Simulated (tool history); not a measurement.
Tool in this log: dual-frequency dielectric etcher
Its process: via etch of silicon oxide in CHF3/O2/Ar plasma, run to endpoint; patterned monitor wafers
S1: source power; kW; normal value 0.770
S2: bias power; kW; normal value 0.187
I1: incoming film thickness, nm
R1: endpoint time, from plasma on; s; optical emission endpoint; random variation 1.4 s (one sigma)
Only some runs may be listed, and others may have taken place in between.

run,hour,S1,S2,I1,R1
1,0.0,0.820,0.157,566.4,269.9
2,32.4,0.820,0.157,568.8,269.5
3,66.0,0.770,0.187,575.5,265.0
4,82.2,0.670,0.187,567.8,269.1
5,99.8,0.670,0.187,577.4,273.7
6,120.7,0.670,0.187,571.0,272.7
7,151.3,0.770,0.187,576.4,266.8
# hour 158.9: source power generator calibrated
8,180.1,0.770,0.187,578.0,267.2
9,209.6,0.770,0.187,575.0,265.5
10,238.9,0.770,0.187,575.7,264.7
# hour 257.8: bias power generator calibrated
11,264.3,0.770,0.170,573.1,271.4
# hour 310.6: wet clean of the chamber
12,311.1,0.770,0.187,571.5,262.8
13,312.9,0.770,0.187,571.8,263.7
14,326.6,0.870,0.150,576.0,273.4
15,346.2,0.770,0.165,570.9,270.5
16,362.6,0.920,0.147,570.0,268.1
17,384.2,0.640,0.161,570.9,285.7
18,402.0,0.770,0.187,571.8,262.8
19,415.6,0.770,0.158,573.6,277.3
20,429.2,0.770,0.187,568.1,261.5
# hour 456.9: upper electrode replaced
21,517.5,0.770,0.187,569.5,264.6
22,552.9,0.580,0.234,565.5,261.8
23,630.8,0.650,0.214,572.9,267.1
# hour 702.5: wet clean of the chamber
24,737.2,0.580,0.234,571.7,262.4
25,762.7,0.600,0.157,572.9,292.2
26,775.5,0.770,0.154,578.2,281.9
27,796.4,0.620,0.187,570.5,278.5
28,876.8,0.670,0.187,572.6,274.0
29,898.5,0.640,0.205,573.4,271.2
30,919.4,0.890,0.151,576.8,271.1
31,940.9,0.770,0.187,573.3,266.3
32,962.3,0.630,0.226,578.7,263.5
33,991.8,0.820,0.168,574.8,268.6
34,1009.6,0.670,0.187,571.6,271.9
35,1038.2,0.770,0.227,567.0,249.1

Forecast each of these 4 alternatives for the next run:
A,1038.7,0.770,0.157,569.7,?
B,1038.7,0.600,0.187,569.7,?
C,1038.7,0.610,0.200,569.7,?
D,1038.7,0.950,0.174,569.7,?

run,R1
A,274.7
B,278.0
C,272.2
D,254.5
What these runs would have given with no unlogged condition in the tool:
run,R1
A,274.7
B,278.0
C,272.2
D,254.5

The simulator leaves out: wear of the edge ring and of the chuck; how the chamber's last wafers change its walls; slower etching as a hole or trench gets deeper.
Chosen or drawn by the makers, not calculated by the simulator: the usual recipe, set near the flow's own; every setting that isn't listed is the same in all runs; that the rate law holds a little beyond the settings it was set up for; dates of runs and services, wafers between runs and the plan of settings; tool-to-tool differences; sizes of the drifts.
